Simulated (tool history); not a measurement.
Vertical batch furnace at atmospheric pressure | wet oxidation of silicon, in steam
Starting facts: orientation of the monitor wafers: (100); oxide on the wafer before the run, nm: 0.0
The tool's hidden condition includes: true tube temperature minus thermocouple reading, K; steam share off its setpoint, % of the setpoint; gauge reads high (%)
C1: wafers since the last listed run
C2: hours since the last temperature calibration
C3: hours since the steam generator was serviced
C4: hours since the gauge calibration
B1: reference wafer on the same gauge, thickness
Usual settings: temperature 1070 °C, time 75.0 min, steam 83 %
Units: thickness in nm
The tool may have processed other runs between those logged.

run 1 hour=0.0 | temperature=1070 time=75.0 steam=83 | C1=0 C2=3087.3 C3=1996.6 C4=884.8 | B1=862.41 | thickness=770.00
run 2 hour=27.0 | temperature=1070 time=75.0 steam=83 | C1=457 C2=3114.3 C3=2023.6 C4=911.8 | B1=863.19 | thickness=764.74
run 3 hour=78.1 | temperature=1070 time=75.0 steam=83 | C1=866 C2=3165.4 C3=2074.7 C4=962.9 | B1=862.18 | thickness=765.19
run 4 hour=117.2 | temperature=1070 time=75.0 steam=83 | C1=663 C2=3204.5 C3=2113.8 C4=1002.0 | B1=861.18 | thickness=758.95
run 5 hour=148.8 | temperature=1070 time=75.0 steam=83 | C1=535 C2=3236.1 C3=2145.4 C4=1033.6 | B1=860.69 | thickness=766.62
run 6 hour=186.6 | temperature=1070 time=75.0 steam=83 | C1=641 C2=3273.9 C3=2183.2 C4=1071.4 | B1=860.13 | thickness=757.95
run 7 hour=219.5 | temperature=1070 time=75.0 steam=83 | C1=557 C2=3306.8 C3=2216.1 C4=1104.3 | B1=859.66 | thickness=758.03
run 8 hour=248.7 | temperature=1070 time=75.0 steam=83 | C1=495 C2=3336.0 C3=2245.3 C4=1133.5 | B1=859.86 | thickness=754.96
run 9 hour=275.3 | temperature=1070 time=75.0 steam=83 | C1=451 C2=3362.6 C3=2271.9 C4=1160.1 | B1=858.59 | thickness=762.14
run 10 hour=338.9 | temperature=1070 time=75.0 steam=83 | C1=1078 C2=3426.2 C3=2335.5 C4=1223.7 | B1=857.55 | thickness=764.59
run 11 hour=363.0 | temperature=1070 time=75.0 steam=83 | C1=408 C2=3450.3 C3=2359.6 C4=1247.8 | B1=857.63 | thickness=752.01
run 12 hour=417.8 | temperature=1070 time=75.0 steam=83 | C1=929 C2=3505.1 C3=2414.4 C4=1302.6 | B1=856.39 | thickness=759.76
run 13 hour=466.8 | temperature=1064 time=75.0 steam=92 | C1=830 C2=3554.1 C3=2463.4 C4=1351.6 | B1=855.85 | thickness=777.56
run 14 hour=512.3 | temperature=1084 time=75.0 steam=83 | C1=771 C2=3599.6 C3=2508.9 C4=1397.1 | B1=854.46 | thickness=800.73
run 15 hour=551.6 | temperature=1070 time=75.0 steam=83 | C1=666 C2=3638.9 C3=2548.2 C4=1436.4 | B1=853.68 | thickness=755.39
run 16 hour=590.6 | temperature=1045 time=75.0 steam=74 | C1=661 C2=3677.9 C3=2587.2 C4=1475.4 | B1=853.18 | thickness=619.34
run 17 hour=626.9 | temperature=1070 time=94.0 steam=83 | C1=615 C2=3714.2 C3=2623.5 C4=1511.7 | B1=852.75 | thickness=864.77
-- hour=653.4 gauge calibrated
run 18 hour=696.2 | temperature=1070 time=75.0 steam=83 | C1=1175 C2=3783.5 C3=2692.8 C4=42.8 | B1=871.53 | thickness=767.97
-- hour=738.1 steam generator serviced
run 19 hour=766.3 | temperature=1061 time=91.5 steam=89 | C1=781 C2=3853.6 C3=28.2 C4=112.9 | B1=871.43 | thickness=863.81
run 20 hour=813.5 | temperature=1078 time=75.0 steam=78 | C1=800 C2=3900.8 C3=75.4 C4=160.1 | B1=870.59 | thickness=771.80
run 21 hour=855.1 | temperature=1079 time=86.0 steam=92 | C1=705 C2=3942.4 C3=117.0 C4=201.7 | B1=870.97 | thickness=916.62
run 22 hour=916.0 | temperature=1070 time=75.0 steam=83 | C1=1032 C2=4003.3 C3=177.9 C4=262.6 | B1=871.17 | thickness=771.78
run 23 hour=974.8 | temperature=1082 time=75.0 steam=95 | C1=997 C2=4062.1 C3=236.7 C4=321.4 | B1=870.87 | thickness=874.65
run 24 hour=1011.3 | temperature=1045 time=103.0 steam=83 | C1=618 C2=4098.6 C3=273.2 C4=357.9 | B1=870.69 | thickness=823.70
run 25 hour=1053.0 | temperature=1070 time=52.5 steam=83 | C1=707 C2=4140.3 C3=314.9 C4=399.6 | B1=869.96 | thickness=623.54
run 26 hour=1086.0 | temperature=1087 time=75.0 steam=83 | C1=559 C2=4173.3 C3=347.9 C4=432.6 | B1=870.51 | thickness=825.84
run 27 hour=1143.1 | temperature=1046 time=75.0 steam=83 | C1=968 C2=4230.4 C3=405.0 C4=489.7 | B1=869.88 | thickness=682.67
run 28 hour=1173.7 | temperature=1082 time=75.0 steam=95 | C1=518 C2=4261.0 C3=435.6 C4=520.3 | B1=869.55 | thickness=875.28
run 29 hour=1222.4 | temperature=1070 time=105.0 steam=87 | C1=825 C2=4309.7 C3=484.3 C4=569.0 | B1=869.87 | thickness=946.14
-- hour=1266.2 thermocouples replaced and temperature profile calibrated
run 30 hour=1270.3 | temperature=1070 time=41.0 steam=89 | C1=405 C2=4.1 C3=532.2 C4=616.9 | B1=869.20 | thickness=556.58
run 31 hour=1303.7 | temperature=1051 time=95.0 steam=94 | C1=566 C2=37.5 C3=565.6 C4=650.3 | B1=868.39 | thickness=866.34
run 32 hour=1342.8 | temperature=1085 time=65.0 steam=73 | C1=663 C2=76.6 C3=604.7 C4=689.4 | B1=867.89 | thickness=701.41
run 33 hour=1393.9 | temperature=1070 time=111.5 steam=79 | C1=866 C2=127.7 C3=655.8 C4=740.5 | B1=867.23 | thickness=935.53
run 34 hour=1578.1 | temperature=1050 time=37.5 steam=74 | C1=3123 C2=311.9 C3=840.0 C4=924.7 | B1=864.64 | thickness=418.29
run 35 hour=1608.4 | temperature=1070 time=75.0 steam=83 | C1=513 C2=342.2 C3=870.3 C4=955.0 | B1=864.75 | thickness=764.78
run 36 hour=1650.8 | temperature=1093 time=93.5 steam=83 | C1=719 C2=384.6 C3=912.7 C4=997.4 | B1=864.14 | thickness=943.97
run 37 hour=1714.4 | temperature=1070 time=47.5 steam=76 | C1=1078 C2=448.2 C3=976.3 C4=1061.0 | B1=862.27 | thickness=559.05
run 38 hour=1780.9 | temperature=1070 time=96.0 steam=83 | C1=1127 C2=514.7 C3=1042.8 C4=1127.5 | B1=862.26 | thickness=878.58

For each run, what was the tool's unlogged condition?
true tube temperature minus thermocouple reading, K: 0 at every run
steam share off its setpoint, % of the setpoint: 0 at every run
H1: gauge reads high (%)
run=1 H1=-1.25
run=2 H1=-1.29
run=3 H1=-1.37
run=4 H1=-1.43
run=5 H1=-1.49
run=6 H1=-1.55
run=7 H1=-1.61
run=8 H1=-1.67
run=9 H1=-1.72
run=10 H1=-1.85
run=11 H1=-1.9
run=12 H1=-2.01
run=13 H1=-2.12
run=14 H1=-2.23
run=15 H1=-2.32
run=16 H1=-2.41
run=17 H1=-2.5
run=18 H1=-0.293
run=19 H1=-0.302
run=20 H1=-0.313
run=21 H1=-0.326
run=22 H1=-0.349
run=23 H1=-0.378
run=24 H1=-0.399
run=25 H1=-0.425
run=26 H1=-0.448
run=27 H1=-0.492
run=28 H1=-0.518
run=29 H1=-0.562
run=30 H1=-0.61
run=31 H1=-0.645
run=32 H1=-0.689
run=33 H1=-0.75
run=34 H1=-1.01
run=35 H1=-1.05
run=36 H1=-1.12
run=37 H1=-1.23
run=38 H1=-1.35
